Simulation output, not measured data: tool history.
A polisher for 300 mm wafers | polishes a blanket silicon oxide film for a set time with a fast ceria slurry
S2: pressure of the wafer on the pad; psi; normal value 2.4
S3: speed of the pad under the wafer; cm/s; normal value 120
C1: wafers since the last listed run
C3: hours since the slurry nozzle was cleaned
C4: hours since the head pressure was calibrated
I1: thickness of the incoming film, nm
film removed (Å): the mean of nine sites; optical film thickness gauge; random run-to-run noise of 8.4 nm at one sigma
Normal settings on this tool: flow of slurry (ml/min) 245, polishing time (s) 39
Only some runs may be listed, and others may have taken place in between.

{"run": 1, "day": 0.0, "flow of slurry (ml/min)": 245, "S2": 2.4, "S3": 120, "polishing time (s)": 39, "C1": 0, "wafers polished on this pad": 1612, "C3": 137.2, "C4": 416.7, "I1": 1785.8, "film removed (Å)": 6772}
{"run": 2, "day": 2.754, "flow of slurry (ml/min)": 245, "S2": 2.4, "S3": 120, "polishing time (s)": 39, "C1": 445, "wafers polished on this pad": 2058, "C3": 203.3, "C4": 482.8, "I1": 1804.0, "film removed (Å)": 6521}
{"run": 3, "day": 6.558, "flow of slurry (ml/min)": 245, "S2": 2.4, "S3": 120, "polishing time (s)": 39, "C1": 615, "wafers polished on this pad": 2673, "C3": 294.6, "C4": 574.1, "I1": 1810.0, "film removed (Å)": 6548}
{"day": 7.667, "done": "worn pad replaced by a new one"}
{"run": 4, "day": 10.308, "flow of slurry (ml/min)": 245, "S2": 2.4, "S3": 120, "polishing time (s)": 39, "C1": 579, "wafers polished on this pad": 427, "C3": 384.6, "C4": 664.1, "I1": 1793.5, "film removed (Å)": 6581}
{"run": 5, "day": 12.821, "flow of slurry (ml/min)": 245, "S2": 2.4, "S3": 120, "polishing time (s)": 39, "C1": 406, "wafers polished on this pad": 834, "C3": 444.9, "C4": 724.4, "I1": 1798.0, "film removed (Å)": 6385}
{"run": 6, "day": 15.592, "flow of slurry (ml/min)": 245, "S2": 2.4, "S3": 120, "polishing time (s)": 39, "C1": 448, "wafers polished on this pad": 1282, "C3": 511.4, "C4": 790.9, "I1": 1790.8, "film removed (Å)": 6182}
{"day": 16.379, "done": "slurry nozzle cleaned"}
{"day": 19.158, "done": "head pressure recalibrated"}
{"run": 7, "day": 19.338, "flow of slurry (ml/min)": 245, "S2": 2.4, "S3": 120, "polishing time (s)": 28, "C1": 585, "wafers polished on this pad": 1868, "C3": 71.0, "C4": 4.3, "I1": 1782.8, "film removed (Å)": 4754}
{"run": 8, "day": 22.667, "flow of slurry (ml/min)": 245, "S2": 2.4, "S3": 120, "polishing time (s)": 28, "C1": 538, "wafers polished on this pad": 2407, "C3": 150.9, "C4": 84.2, "I1": 1811.1, "film removed (Å)": 4711}
{"run": 9, "day": 25.704, "flow of slurry (ml/min)": 245, "S2": 2.4, "S3": 120, "polishing time (s)": 39, "C1": 491, "wafers polished on this pad": 2898, "C3": 223.8, "C4": 157.1, "I1": 1788.0, "film removed (Å)": 6498}
{"run": 10, "day": 28.029, "flow of slurry (ml/min)": 245, "S2": 2.4, "S3": 120, "polishing time (s)": 39, "C1": 376, "wafers polished on this pad": 3275, "C3": 279.6, "C4": 212.9, "I1": 1808.3, "film removed (Å)": 6429}
{"day": 29.204, "done": "worn pad replaced by a new one"}
{"run": 11, "day": 30.808, "flow of slurry (ml/min)": 245, "S2": 2.4, "S3": 120, "polishing time (s)": 49, "C1": 422, "wafers polished on this pad": 259, "C3": 346.3, "C4": 279.6, "I1": 1804.1, "film removed (Å)": 8475}
{"run": 12, "day": 34.388, "flow of slurry (ml/min)": 245, "S2": 2.4, "S3": 120, "polishing time (s)": 39, "C1": 579, "wafers polished on this pad": 839, "C3": 432.2, "C4": 365.5, "I1": 1832.2, "film removed (Å)": 6341}
{"day": 38.242, "done": "slurry nozzle cleaned"}
{"run": 13, "day": 38.925, "flow of slurry (ml/min)": 245, "S2": 2.4, "S3": 120, "polishing time (s)": 39, "C1": 727, "wafers polished on this pad": 1566, "C3": 16.4, "C4": 474.4, "I1": 1783.1, "film removed (Å)": 6664}
{"run": 14, "day": 48.183, "flow of slurry (ml/min)": 245, "S2": 2.4, "S3": 120, "polishing time (s)": 39, "C1": 1498, "wafers polished on this pad": 3064, "C3": 238.6, "C4": 696.6, "I1": 1791.6, "film removed (Å)": 6426}
{"day": 48.846, "done": "worn pad replaced by a new one"}
{"day": 49.079, "done": "head pressure recalibrated"}
{"run": 15, "day": 51.067, "flow of slurry (ml/min)": 245, "S2": 2.4, "S3": 120, "polishing time (s)": 39, "C1": 426, "wafers polished on this pad": 345, "C3": 307.8, "C4": 47.7, "I1": 1769.8, "film removed (Å)": 6605}
{"run": 16, "day": 54.0, "flow of slurry (ml/min)": 245, "S2": 1.9, "S3": 100, "polishing time (s)": 47, "C1": 474, "wafers polished on this pad": 820, "C3": 378.2, "C4": 118.1, "I1": 1807.1, "film removed (Å)": 5848}
{"day": 56.15, "done": "slurry nozzle cleaned"}
{"run": 17, "day": 58.067, "flow of slurry (ml/min)": 245, "S2": 2.4, "S3": 120, "polishing time (s)": 39, "C1": 651, "wafers polished on this pad": 1471, "C3": 46.0, "C4": 215.7, "I1": 1788.3, "film removed (Å)": 6775}
{"run": 18, "day": 61.354, "flow of slurry (ml/min)": 295, "S2": 2.4, "S3": 120, "polishing time (s)": 39, "C1": 532, "wafers polished on this pad": 2003, "C3": 124.9, "C4": 294.6, "I1": 1799.1, "film removed (Å)": 6640}
{"run": 19, "day": 64.129, "flow of slurry (ml/min)": 245, "S2": 2.4, "S3": 120, "polishing time (s)": 45, "C1": 449, "wafers polished on this pad": 2452, "C3": 191.5, "C4": 361.2, "I1": 1794.8, "film removed (Å)": 7444}
{"run": 20, "day": 67.212, "flow of slurry (ml/min)": 310, "S2": 3.1, "S3": 98, "polishing time (s)": 44, "C1": 498, "wafers polished on this pad": 2951, "C3": 265.5, "C4": 435.2, "I1": 1775.2, "film removed (Å)": 8004}
{"day": 68.533, "done": "worn pad replaced by a new one"}
{"run": 21, "day": 68.783, "flow of slurry (ml/min)": 295, "S2": 2.4, "S3": 142, "polishing time (s)": 39, "C1": 227, "wafers polished on this pad": 40, "C3": 303.2, "C4": 472.9, "I1": 1822.6, "film removed (Å)": 8234}
{"run": 22, "day": 70.333, "flow of slurry (ml/min)": 245, "S2": 2.0, "S3": 120, "polishing time (s)": 29, "C1": 250, "wafers polished on this pad": 291, "C3": 340.4, "C4": 510.1, "I1": 1780.1, "film removed (Å)": 4490}
{"run": 23, "day": 73.729, "flow of slurry (ml/min)": 320, "S2": 2.0, "S3": 120, "polishing time (s)": 39, "C1": 549, "wafers polished on this pad": 841, "C3": 421.9, "C4": 591.6, "I1": 1786.5, "film removed (Å)": 5864}
{"day": 75.033, "done": "slurry nozzle cleaned"}
{"run": 24, "day": 78.054, "flow of slurry (ml/min)": 215, "S2": 2.4, "S3": 120, "polishing time (s)": 53, "C1": 693, "wafers polished on this pad": 1534, "C3": 72.5, "C4": 695.4, "I1": 1813.1, "film removed (Å)": 8901}
{"run": 25, "day": 81.325, "flow of slurry (ml/min)": 320, "S2": 2.0, "S3": 120, "polishing time (s)": 39, "C1": 529, "wafers polished on this pad": 2063, "C3": 151.0, "C4": 773.9, "I1": 1803.5, "film removed (Å)": 5894}
{"day": 81.838, "done": "head pressure recalibrated"}
{"run": 26, "day": 84.15, "flow of slurry (ml/min)": 245, "S2": 2.4, "S3": 136, "polishing time (s)": 31, "C1": 443, "wafers polished on this pad": 2507, "C3": 218.8, "C4": 55.5, "I1": 1814.7, "film removed (Å)": 5536}
{"day": 86.525, "done": "worn pad replaced by a new one"}
{"run": 27, "day": 87.225, "flow of slurry (ml/min)": 245, "S2": 2.4, "S3": 120, "polishing time (s)": 39, "C1": 470, "wafers polished on this pad": 113, "C3": 292.6, "C4": 129.3, "I1": 1813.1, "film removed (Å)": 6864}
{"run": 28, "day": 90.454, "flow of slurry (ml/min)": 245, "S2": 2.4, "S3": 120, "polishing time (s)": 28, "C1": 522, "wafers polished on this pad": 635, "C3": 370.1, "C4": 206.8, "I1": 1813.9, "film removed (Å)": 4700}
{"day": 95.283, "done": "slurry nozzle cleaned"}
{"run": 29, "day": 100.2, "flow of slurry (ml/min)": 245, "S2": 2.4, "S3": 120, "polishing time (s)": 39, "C1": 1570, "wafers polished on this pad": 2206, "C3": 118.0, "C4": 440.7, "I1": 1798.8, "film removed (Å)": 6581}
{"run": 30, "day": 102.754, "flow of slurry (ml/min)": 245, "S2": 2.4, "S3": 120, "polishing time (s)": 39, "C1": 413, "wafers polished on this pad": 2619, "C3": 179.3, "C4": 502.0, "I1": 1783.8, "film removed (Å)": 6386}

Each run again, without the hidden state but with its own random variation kept:
The tool's hidden condition here consists of: removal rate lost through wear of the pad, %; slurry flow missing at the pad, %; deviation of the head's pressure from its setpoint, %.
run=1 film_removed_(Å)=7318
run=2 film_removed_(Å)=7132
run=3 film_removed_(Å)=7285
run=4 film_removed_(Å)=7119
run=5 film_removed_(Å)=7174
run=6 film_removed_(Å)=7277
run=7 film_removed_(Å)=5181
run=8 film_removed_(Å)=5186
run=9 film_removed_(Å)=7223
run=10 film_removed_(Å)=7206
run=11 film_removed_(Å)=8921
run=12 film_removed_(Å)=7026
run=13 film_removed_(Å)=7237
run=14 film_removed_(Å)=7195
run=15 film_removed_(Å)=7020
run=16 film_removed_(Å)=6466
run=17 film_removed_(Å)=7294
run=18 film_removed_(Å)=7226
run=19 film_removed_(Å)=8190
run=20 film_removed_(Å)=8874
run=21 film_removed_(Å)=8447
run=22 film_removed_(Å)=4739
run=23 film_removed_(Å)=6419
run=24 film_removed_(Å)=9573
run=25 film_removed_(Å)=6402
run=26 film_removed_(Å)=6087
run=27 film_removed_(Å)=7147
run=28 film_removed_(Å)=5122
run=29 film_removed_(Å)=7246
run=30 film_removed_(Å)=7088

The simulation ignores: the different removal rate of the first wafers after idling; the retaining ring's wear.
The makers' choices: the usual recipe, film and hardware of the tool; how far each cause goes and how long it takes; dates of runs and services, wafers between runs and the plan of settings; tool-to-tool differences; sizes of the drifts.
